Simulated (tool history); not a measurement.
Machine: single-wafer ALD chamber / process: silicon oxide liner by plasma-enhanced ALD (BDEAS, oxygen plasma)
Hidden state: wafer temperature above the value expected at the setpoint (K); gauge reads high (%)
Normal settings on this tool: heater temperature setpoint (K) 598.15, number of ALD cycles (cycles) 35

run,day,heater temperature setpoint (K),number of ALD cycles (cycles),wafers since the last listed run,hours since the last thermocouple change,hours since the gauge calibration,"read-back reference wafer on the same gauge, thickness_nm",mean film thickness on the monitor wafer (angstrom)
1,0,598.15,35,0,451,13.4,3.06,32.8
2,1.729,598.15,35,260,492.5,54.9,3.06,32.77
3,4.567,598.15,35,427,560.6,123,3.06,32.8
4,6.575,598.15,35,302,608.8,171.2,3.063,32.76
5,8.217,598.15,35,247,648.2,210.6,3.06,32.68
6,12.371,590.15,35,625,747.9,310.3,3.061,33.2
7,14.658,598.15,35,344,802.8,365.2,3.06,32.62
8,18.388,598.15,35,561,892.3,454.7,3.06,32.68
9,21.004,598.15,35,394,955.1,517.5,3.059,32.68
10,24.012,598.15,33,453,1027.3,589.7,3.059,30.85
11,27.025,598.15,33,453,1099.6,662,3.058,30.79
12,28.642,598.15,33,243,1138.4,700.8,3.063,31
13,30.671,606.15,35,305,1187.1,749.5,3.059,32.34
14,33.004,612.15,35,351,1243.1,805.5,3.061,31.88
15,35.767,598.15,35,416,1309.4,871.8,3.06,32.57
16,37.375,598.15,37,242,1348,910.4,3.059,34.49
17,48.046,612.15,41,1607,1604.1,1166.5,3.057,37.07
18,51.288,585.15,39,488,1681.9,1244.3,3.063,37.06
19,54.983,589.15,35,556,1770.6,1333,3.058,33.06
20,57.062,610.15,35,313,1820.5,1382.9,3.063,31.96
# day 59.021: thermocouple changed; heater temperature recalibrated
21,59.042,588.15,29,247,0.5,1430.4,3.059,27.75
# day 65.246: gauge calibrated
22,71.454,604.15,32,1869,298.4,149,3.058,29.69
23,74.329,598.15,35,433,367.4,218,3.059,32.7
24,76.238,605.15,31,287,413.2,263.8,3.057,28.7
25,78.842,587.15,38,392,475.7,326.3,3.062,36.21
26,80.367,589.15,29,229,512.3,362.9,3.06,27.55
27,82.546,612.15,30,328,564.6,415.2,3.059,27.31

How would selected steps in mean film thickness on the monitor wafer (angstrom) from run to run divide? Give the signed amount a tool lacking its hidden state would still show from settings, what came in and random variation, and the signed amount left for the hidden state, including any gauge scatter that is not in both of the compared results.
Run 16 -> 17: heater temperature setpoint (K) 598.15 -> 612.15, number of ALD cycles (cycles) 37 -> 41. mean film thickness on the monitor wafer (angstrom) +2.58: hidden state -0.08, all else +2.66.
Run 20 -> 21: heater temperature setpoint (K) 610.15 -> 588.15, number of ALD cycles (cycles) 35 -> 29, thermocouple changed; heater temperature recalibrated. mean film thickness on the monitor wafer (angstrom) -4.21: hidden state +0.28, all else -4.49.
Run 24 -> 25: heater temperature setpoint (K) 605.15 -> 587.15, number of ALD cycles (cycles) 31 -> 38. mean film thickness on the monitor wafer (angstrom) +7.51: hidden state -0.03, all else +7.54.
Run 25 -> 26: heater temperature setpoint (K) 587.15 -> 589.15, number of ALD cycles (cycles) 38 -> 29. mean film thickness on the monitor wafer (angstrom) -8.66: hidden state +0.03, all else -8.69.
